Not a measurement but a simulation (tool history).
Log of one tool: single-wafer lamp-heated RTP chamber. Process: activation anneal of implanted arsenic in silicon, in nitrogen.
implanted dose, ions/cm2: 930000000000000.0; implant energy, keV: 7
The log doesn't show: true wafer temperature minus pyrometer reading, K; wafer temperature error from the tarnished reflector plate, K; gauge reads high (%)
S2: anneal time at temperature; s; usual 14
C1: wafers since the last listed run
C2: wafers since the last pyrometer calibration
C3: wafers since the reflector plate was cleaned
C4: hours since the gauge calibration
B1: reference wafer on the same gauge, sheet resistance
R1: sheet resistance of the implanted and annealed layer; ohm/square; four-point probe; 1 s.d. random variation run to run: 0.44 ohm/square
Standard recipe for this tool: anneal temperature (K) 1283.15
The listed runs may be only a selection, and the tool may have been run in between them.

Run 1, hour 0: usual settings; C1 0; C2 2555; C3 1705; C4 278.9; B1 157.02. Result: R1 159.2 ohm/square.
Run 2, hour 29.6: usual settings; C1 506; C2 3061; C3 2211; C4 308.5; B1 156.98. Result: R1 158.48 ohm/square.
Run 3, hour 62.4: usual settings; C1 561; C2 3622; C3 2772; C4 341.3; B1 156.97. Result: R1 157.66 ohm/square.
Run 4, hour 76.3: usual settings but anneal temperature (K) 1298.15, S2 16 s; C1 237; C2 3860; C3 3010; C4 355.2; B1 157.01. Result: R1 142.94 ohm/square.
Run 5, hour 110.5: usual settings but anneal temperature (K) 1298.15, S2 16 s; C1 585; C2 4445; C3 3595; C4 389.4; B1 156.9. Result: R1 141.51 ohm/square.
At hour 132.8: reflector plate cleaned.
Run 6, hour 140.6: usual settings but anneal temperature (K) 1298.15, S2 16 s; C1 378; C2 4823; C3 132; C4 419.5; B1 157. Result: R1 146.4 ohm/square.
Run 7, hour 155.8: usual settings; C1 260; C2 5083; C3 392; C4 434.7; B1 156.98. Result: R1 161.32 ohm/square.
Run 8, hour 172.3: usual settings but anneal temperature (K) 1268.15; C1 282; C2 5365; C3 674; C4 451.2; B1 157.07. Result: R1 173.19 ohm/square.
Run 9, hour 189.3: usual settings but anneal temperature (K) 1268.15; C1 290; C2 5656; C3 965; C4 468.2; B1 157.04. Result: R1 172.03 ohm/square.
At hour 206.6: pyrometer window cleaned and pyrometer calibrated.
Run 10, hour 250.8: usual settings; C1 915; C2 756; C3 1880; C4 529.7; B1 156.91. Result: R1 160.03 ohm/square.
Run 11, hour 278: usual settings; C1 465; C2 1221; C3 2346; C4 556.9; B1 157.09. Result: R1 158.2 ohm/square.
At hour 290.9: gauge calibrated.
Run 12, hour 309.9: usual settings but anneal temperature (K) 1263.15, S2 7 s; C1 545; C2 1767; C3 2891; C4 19; B1 157.04. Result: R1 193.02 ohm/square.
Run 13, hour 344.8: usual settings but anneal temperature (K) 1265.15; C1 597; C2 2364; C3 3488; C4 53.9; B1 157.04. Result: R1 171.95 ohm/square.
Run 14, hour 358.1: usual settings but anneal temperature (K) 1308.15, S2 11 s; C1 227; C2 2591; C3 3716; C4 67.2; B1 156.95. Result: R1 145.67 ohm/square.
Run 15, hour 380.1: usual settings but S2 10 s; C1 376; C2 2968; C3 4092; C4 89.2; B1 157. Result: R1 166.63 ohm/square.
At hour 406.6: reflector plate cleaned.
Run 16, hour 412.3: usual settings; C1 413; C2 3382; C3 97; C4 121.4; B1 156.88. Result: R1 161.58 ohm/square.
Run 17, hour 434.7: usual settings but anneal temperature (K) 1265.15, S2 10 s; C1 383; C2 3765; C3 481; C4 143.8; B1 156.92. Result: R1 184.1 ohm/square.
Run 18, hour 454.6: usual settings but anneal temperature (K) 1275.15; C1 340; C2 4105; C3 821; C4 163.7; B1 156.93. Result: R1 166.2 ohm/square.
Run 19, hour 475.8: usual settings but anneal temperature (K) 1266.15; C1 362; C2 4468; C3 1184; C4 184.9; B1 157.01. Result: R1 173.27 ohm/square.
Run 20, hour 505.1: usual settings but anneal temperature (K) 1275.15, S2 8 s; C1 501; C2 4969; C3 1685; C4 214.2; B1 156.99. Result: R1 180.94 ohm/square.
Run 21, hour 528.9: usual settings; C1 407; C2 5376; C3 2092; C4 238; B1 157.13. Result: R1 158.97 ohm/square.
Run 22, hour 558.7: usual settings but anneal temperature (K) 1260.15, S2 9 s; C1 509; C2 5886; C3 2602; C4 267.8; B1 157.09. Result: R1 188.25 ohm/square.
Run 23, hour 585: usual settings but anneal temperature (K) 1310.15, S2 21 s; C1 449; C2 6336; C3 3052; C4 294.1; B1 157.04. Result: R1 130.21 ohm/square.

4 options for the next run, each taken on its own from the tool as it stands now. Forecast them:
Run A, hour 585.4: usual settings but S2 22 s; C1 6; C2 6343; C3 3058; C4 294.5; B1 ?. Result: R1 ?.
Run B, hour 585.4: usual settings but anneal temperature (K) 1298.15, S2 20 s; C1 6; C2 6343; C3 3058; C4 294.5; B1 ?. Result: R1 ?.
Run C, hour 585.4: usual settings but anneal temperature (K) 1271.15; C1 6; C2 6343; C3 3058; C4 294.5; B1 ?. Result: R1 ?.
Run D, hour 585.4: usual settings but anneal temperature (K) 1273.15, S2 8 s; C1 6; C2 6343; C3 3058; C4 294.5; B1 ?. Result: R1 ?.

run      B1      R1
  A  156.91  145.09
  B  156.91  137.81
  C  156.91  167.25
  D  156.91  181.06
With no hidden state in the tool, these same runs would have given:
run      R1
  A  149.07
  B  141.13
  C  171.56
  D  185.12
